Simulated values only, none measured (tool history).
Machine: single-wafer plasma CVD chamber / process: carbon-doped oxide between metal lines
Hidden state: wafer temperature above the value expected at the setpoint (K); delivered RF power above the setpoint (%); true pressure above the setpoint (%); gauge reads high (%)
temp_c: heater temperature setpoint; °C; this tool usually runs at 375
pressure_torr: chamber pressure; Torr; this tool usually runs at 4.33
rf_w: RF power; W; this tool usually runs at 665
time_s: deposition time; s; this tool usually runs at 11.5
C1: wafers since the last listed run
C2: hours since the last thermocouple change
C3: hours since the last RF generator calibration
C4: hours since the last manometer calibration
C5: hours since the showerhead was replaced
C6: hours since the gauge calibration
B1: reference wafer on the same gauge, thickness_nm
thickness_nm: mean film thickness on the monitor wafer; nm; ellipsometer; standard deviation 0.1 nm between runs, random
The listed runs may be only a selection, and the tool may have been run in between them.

Run 1, hour 0: usual settings but temp_c 386 °C; C1 0; C2 2215.5; C3 1988.6; C4 2623.3; C5 5782.2; C6 12.6; B1 64.893. Result: thickness_nm 64.71 nm.
Run 2, hour 16: usual settings but temp_c 386 °C; C1 341; C2 2231.5; C3 2004.6; C4 2639.3; C5 5798.2; C6 28.6; B1 64.886. Result: thickness_nm 64.654 nm.
Run 3, hour 33.2: usual settings but temp_c 386 °C; C1 366; C2 2248.7; C3 2021.8; C4 2656.5; C5 5815.4; C6 45.8; B1 64.894. Result: thickness_nm 64.602 nm.
Run 4, hour 49.7: usual settings; C1 351; C2 2265.2; C3 2038.3; C4 2673; C5 5831.9; C6 62.3; B1 64.92. Result: thickness_nm 65.75 nm.
Run 5, hour 56.5: usual settings; C1 145; C2 2272; C3 2045.1; C4 2679.8; C5 5838.7; C6 69.1; B1 64.871. Result: thickness_nm 65.822 nm.
Run 6, hour 69.8: usual settings; C1 283; C2 2285.3; C3 2058.4; C4 2693.1; C5 5852; C6 82.4; B1 64.923. Result: thickness_nm 65.894 nm.
Run 7, hour 76.4: usual settings but time_s 13.3 s; C1 140; C2 2291.9; C3 2065; C4 2699.7; C5 5858.6; C6 89; B1 64.898. Result: thickness_nm 75.995 nm.
Run 8, hour 92.6: usual settings but time_s 13.3 s; C1 345; C2 2308.1; C3 2081.2; C4 2715.9; C5 5874.8; C6 105.2; B1 64.941. Result: thickness_nm 75.961 nm.
Run 9, hour 105.4: usual settings; C1 273; C2 2320.9; C3 2094; C4 2728.7; C5 5887.6; C6 118; B1 64.883. Result: thickness_nm 65.987 nm.
Run 10, hour 111.6: usual settings; C1 132; C2 2327.1; C3 2100.2; C4 2734.9; C5 5893.8; C6 124.2; B1 64.852. Result: thickness_nm 65.935 nm.
Run 11, hour 128.8: usual settings but rf_w 555 W, time_s 10.8 s; C1 366; C2 2344.3; C3 2117.4; C4 2752.1; C5 5911; C6 141.4; B1 64.862. Result: thickness_nm 57.932 nm.
Run 12, hour 135.4: usual settings but pressure_torr 5.31 Torr, rf_w 580 W; C1 140; C2 2350.9; C3 2124; C4 2758.7; C5 5917.6; C6 148; B1 64.892. Result: thickness_nm 64.657 nm.
At hour 146.8: thermocouple changed; heater temperature recalibrated.
At hour 167.1: showerhead replaced, of another model than before.
Run 13, hour 167.6: usual settings but pressure_torr 3.64 Torr, rf_w 630 W; C1 345; C2 20.8; C3 2156.2; C4 2790.9; C5 0.5; C6 180.2; B1 64.868. Result: thickness_nm 62.643 nm.
Run 14, hour 168.9: usual settings but temp_c 388 °C, pressure_torr 5.12 Torr, rf_w 585 W, time_s 13.2 s; C1 27; C2 22.1; C3 2157.5; C4 2792.2; C5 1.8; C6 181.5; B1 64.932. Result: thickness_nm 74.183 nm.
At hour 181.6: RF generator calibrated.
Run 15, hour 216.2: usual settings but temp_c 369 °C; C1 838; C2 69.4; C3 34.6; C4 2839.5; C5 49.1; C6 228.8; B1 64.932. Result: thickness_nm 68.968 nm.
At hour 233.6: capacitance manometer re-zeroed and calibrated.
Run 16, hour 234.1: usual settings; C1 211; C2 87.3; C3 52.5; C4 0.5; C5 67; C6 246.7; B1 64.937. Result: thickness_nm 68.244 nm.
Run 17, hour 237.3: usual settings but temp_c 383 °C, pressure_torr 3.95 Torr, rf_w 630 W, time_s 10.5 s; C1 68; C2 90.5; C3 55.7; C4 3.7; C5 70.2; C6 249.9; B1 64.921. Result: thickness_nm 59.127 nm.
At hour 239.7: gauge calibrated.
Run 18, hour 252.6: usual settings; C1 326; C2 105.8; C3 71; C4 19; C5 85.5; C6 12.9; B1 64.931. Result: thickness_nm 68.219 nm.
Run 19, hour 285.9: usual settings but temp_c 387 °C, rf_w 720 W; C1 710; C2 139.1; C3 104.3; C4 52.3; C5 118.8; C6 46.2; B1 64.886. Result: thickness_nm 68.412 nm.
Run 20, hour 294.9: usual settings but temp_c 361 °C; C1 191; C2 148.1; C3 113.3; C4 61.3; C5 127.8; C6 55.2; B1 64.908. Result: thickness_nm 70.083 nm.
Run 21, hour 311.5: usual settings; C1 354; C2 164.7; C3 129.9; C4 77.9; C5 144.4; C6 71.8; B1 64.885. Result: thickness_nm 68.13 nm.

What if the next run were any one of these 5? Each begins from the tool's condition after run 21:
Run A, hour 311.9: usual settings but pressure_torr 3.87 Torr; C1 8; C2 165.1; C3 130.3; C4 78.3; C5 144.8; C6 72.2; B1 ?. Result: thickness_nm ?.
Run B, hour 311.9: usual settings but temp_c 364 °C, pressure_torr 3.41 Torr, rf_w 615 W; C1 8; C2 165.1; C3 130.3; C4 78.3; C5 144.8; C6 72.2; B1 ?. Result: thickness_nm ?.
Run C, hour 311.9: usual settings but temp_c 367 °C, rf_w 750 W; C1 8; C2 165.1; C3 130.3; C4 78.3; C5 144.8; C6 72.2; B1 ?. Result: thickness_nm ?.
Run D, hour 311.9: usual settings but temp_c 363 °C, pressure_torr 5.25 Torr, rf_w 795 W, time_s 10.8 s; C1 8; C2 165.1; C3 130.3; C4 78.3; C5 144.8; C6 72.2; B1 ?. Result: thickness_nm ?.
Run E, hour 311.9: usual settings but temp_c 379 °C; C1 8; C2 165.1; C3 130.3; C4 78.3; C5 144.8; C6 72.2; B1 ?. Result: thickness_nm ?.

run      B1  thickness_nm
  A  64.886        66.387
  B  64.886        64.866
  C  64.886        71.911
  D  64.886        72.558
  E  64.886        67.689
Take away the tool's hidden state, keep each run's random variation, and the runs would have read:
run  thickness_nm
  A        66.608
  B        65.086
  C        72.151
  D        72.799
  E        67.914

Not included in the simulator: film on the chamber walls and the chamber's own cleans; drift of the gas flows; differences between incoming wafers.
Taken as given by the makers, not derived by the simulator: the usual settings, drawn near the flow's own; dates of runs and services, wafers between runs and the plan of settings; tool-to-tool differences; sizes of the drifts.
